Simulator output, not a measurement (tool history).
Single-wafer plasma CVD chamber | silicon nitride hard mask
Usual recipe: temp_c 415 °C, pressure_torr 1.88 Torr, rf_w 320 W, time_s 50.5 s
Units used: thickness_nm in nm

run,hour,temp_c,pressure_torr,rf_w,time_s,"read-back reference wafer on the same gauge, thickness_nm",thickness_nm
1,0.0,415,1.67,335,50.5,74.855,63.267
2,40.0,415,1.67,335,50.5,74.817,62.875
3,99.7,415,1.88,345,50.5,74.850,66.715
4,161.0,415,1.88,345,50.5,74.747,66.271
5,232.4,415,1.88,320,50.5,74.804,61.503
6,257.3,415,1.88,320,50.5,74.747,61.035
7,293.3,415,1.88,320,50.5,74.742,61.387
8,323.8,415,1.88,320,50.5,74.837,61.181
# hour 365.5: capacitance manometer re-zeroed and calibrated
9,377.3,415,1.88,320,54.7,74.863,67.087
10,437.6,415,1.88,295,50.5,74.803,56.961
11,471.3,415,2.08,305,41.7,74.734,49.588
12,507.4,415,1.88,320,50.5,74.955,61.293
# hour 539.2: RF generator calibrated
13,563.8,415,1.47,320,45.2,74.813,54.164
# hour 581.0: gauge calibrated
# hour 606.8: thermocouple changed; heater temperature recalibrated
14,629.4,406,1.88,320,50.5,74.870,64.360
# hour 756.6: showerhead replaced
15,791.1,415,1.57,320,50.5,74.804,61.389
16,851.2,422,2.03,375,42.9,74.833,63.996
17,917.7,415,1.88,340,50.5,74.728,67.688
18,988.3,415,1.88,320,50.5,74.835,63.416
19,1013.5,415,1.88,320,50.5,74.645,63.558

What was the tool's hidden state at every run in the log?
wafer temperature above the value expected at the setpoint (K): 0 across all the runs
gauge reads high (%): 0 across all the runs
H1: delivered RF power above the setpoint (%)
H2: true pressure above the setpoint (%)
run,H1,H2
1,-2.74,-8.16
2,-2.94,-8.23
3,-3.26,-8.32
4,-3.6,-8.4
5,-4.03,-8.48
6,-4.18,-8.5
7,-4.41,-8.54
8,-4.61,-8.56
9,-4.97,-0.534
10,-5.39,-1.62
11,-5.64,-2.16
12,-5.91,-2.7
13,-0.423,-3.45
14,-0.442,-4.21
15,-0.581,-5.64
16,-0.666,-6.05
17,-0.781,-6.44
18,-0.927,-6.79
19,-0.985,-6.9
